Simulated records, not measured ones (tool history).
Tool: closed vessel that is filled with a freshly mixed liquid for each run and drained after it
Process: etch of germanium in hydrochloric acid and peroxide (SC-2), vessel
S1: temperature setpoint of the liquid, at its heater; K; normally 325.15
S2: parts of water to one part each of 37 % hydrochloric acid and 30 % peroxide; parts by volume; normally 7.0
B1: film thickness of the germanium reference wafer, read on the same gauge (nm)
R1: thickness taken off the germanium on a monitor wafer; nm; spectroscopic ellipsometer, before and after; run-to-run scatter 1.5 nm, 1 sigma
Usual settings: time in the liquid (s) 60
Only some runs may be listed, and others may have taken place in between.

run 1 hour=0.0 | S1=330.15 S2=7.0 time_in_the_liquid_(s)=60 | B1=39.99 | R1=241.35
run 2 hour=42.9 | S1=330.15 S2=7.0 time_in_the_liquid_(s)=60 | B1=40.00 | R1=241.50
run 3 hour=164.3 | S1=330.15 S2=7.0 time_in_the_liquid_(s)=60 | B1=39.99 | R1=247.73
run 4 hour=189.4 | S1=325.15 S2=7.0 time_in_the_liquid_(s)=60 | B1=40.01 | R1=212.61
run 5 hour=216.4 | S1=325.15 S2=7.0 time_in_the_liquid_(s)=60 | B1=39.97 | R1=212.64
run 6 hour=280.2 | S1=325.15 S2=7.0 time_in_the_liquid_(s)=60 | B1=39.96 | R1=211.93
run 7 hour=318.0 | S1=325.15 S2=7.0 time_in_the_liquid_(s)=60 | B1=39.98 | R1=209.11
run 8 hour=367.0 | S1=325.15 S2=7.0 time_in_the_liquid_(s)=60 | B1=40.02 | R1=209.67
run 9 hour=412.9 | S1=325.15 S2=7.0 time_in_the_liquid_(s)=60 | B1=40.00 | R1=209.59
run 10 hour=481.7 | S1=325.15 S2=7.0 time_in_the_liquid_(s)=60 | B1=39.95 | R1=208.78
run 11 hour=549.9 | S1=332.65 S2=7.0 time_in_the_liquid_(s)=60 | B1=40.04 | R1=266.07
-- hour=589.9 chemicals flow meter replaced
run 12 hour=598.4 | S1=332.15 S2=7.0 time_in_the_liquid_(s)=60 | B1=39.97 | R1=262.09
-- hour=629.5 gauge calibrated
run 13 hour=665.1 | S1=332.15 S2=7.0 time_in_the_liquid_(s)=60 | B1=40.02 | R1=265.86
run 14 hour=692.6 | S1=332.15 S2=7.0 time_in_the_liquid_(s)=60 | B1=39.97 | R1=261.38
run 15 hour=762.1 | S1=325.15 S2=7.0 time_in_the_liquid_(s)=60 | B1=39.96 | R1=214.02
run 16 hour=800.9 | S1=328.15 S2=9.0 time_in_the_liquid_(s)=35 | B1=39.98 | R1=135.17
-- hour=813.7 new drum of peroxide connected
run 17 hour=837.6 | S1=325.15 S2=7.0 time_in_the_liquid_(s)=60 | B1=40.04 | R1=212.39
run 18 hour=863.9 | S1=321.65 S2=7.0 time_in_the_liquid_(s)=60 | B1=40.00 | R1=192.89
-- hour=900.7 thermometer replaced
run 19 hour=934.6 | S1=327.65 S2=4.0 time_in_the_liquid_(s)=45 | B1=39.99 | R1=164.53
run 20 hour=961.5 | S1=334.15 S2=5.0 time_in_the_liquid_(s)=60 | B1=40.01 | R1=260.25
run 21 hour=1051.7 | S1=325.15 S2=7.0 time_in_the_liquid_(s)=60 | B1=39.95 | R1=199.54
run 22 hour=1099.4 | S1=325.15 S2=7.0 time_in_the_liquid_(s)=60 | B1=40.00 | R1=199.30
run 23 hour=1128.3 | S1=322.65 S2=5.0 time_in_the_liquid_(s)=60 | B1=39.99 | R1=186.93
run 24 hour=1152.4 | S1=325.15 S2=7.0 time_in_the_liquid_(s)=60 | B1=39.98 | R1=199.09
run 25 hour=1209.5 | S1=333.65 S2=9.0 time_in_the_liquid_(s)=75 | B1=40.01 | R1=316.11
run 26 hour=1256.4 | S1=321.15 S2=8.0 time_in_the_liquid_(s)=40 | B1=39.99 | R1=116.74
run 27 hour=1307.6 | S1=316.15 S2=8.5 time_in_the_liquid_(s)=80 | B1=39.98 | R1=201.01
run 28 hour=1378.2 | S1=334.15 S2=9.0 time_in_the_liquid_(s)=35 | B1=39.96 | R1=151.48
run 29 hour=1430.3 | S1=325.15 S2=5.0 time_in_the_liquid_(s)=60 | B1=39.99 | R1=203.44
run 30 hour=1464.4 | S1=325.15 S2=7.0 time_in_the_liquid_(s)=60 | B1=39.94 | R1=198.62

Forecast each of these 4 alternatives for the next run:
run A hour=1465.1 | S1=325.15 S2=7.0 time_in_the_liquid_(s)=60 | B1=? | R1=?
run B hour=1465.1 | S1=316.65 S2=7.0 time_in_the_liquid_(s)=60 | B1=? | R1=?
run C hour=1465.1 | S1=321.15 S2=8.5 time_in_the_liquid_(s)=90 | B1=? | R1=?
run D hour=1465.1 | S1=317.65 S2=10.0 time_in_the_liquid_(s)=85 | B1=? | R1=?

run=A B1=40.00 R1=197.17
run=B B1=40.00 R1=149.96
run=C B1=40.00 R1=257.36
run=D B1=40.00 R1=214.33
Without the tool's unlogged condition, the same runs would have read:
run=A R1=192.10
run=B R1=145.88
run=C R1=250.61
run=D R1=208.61
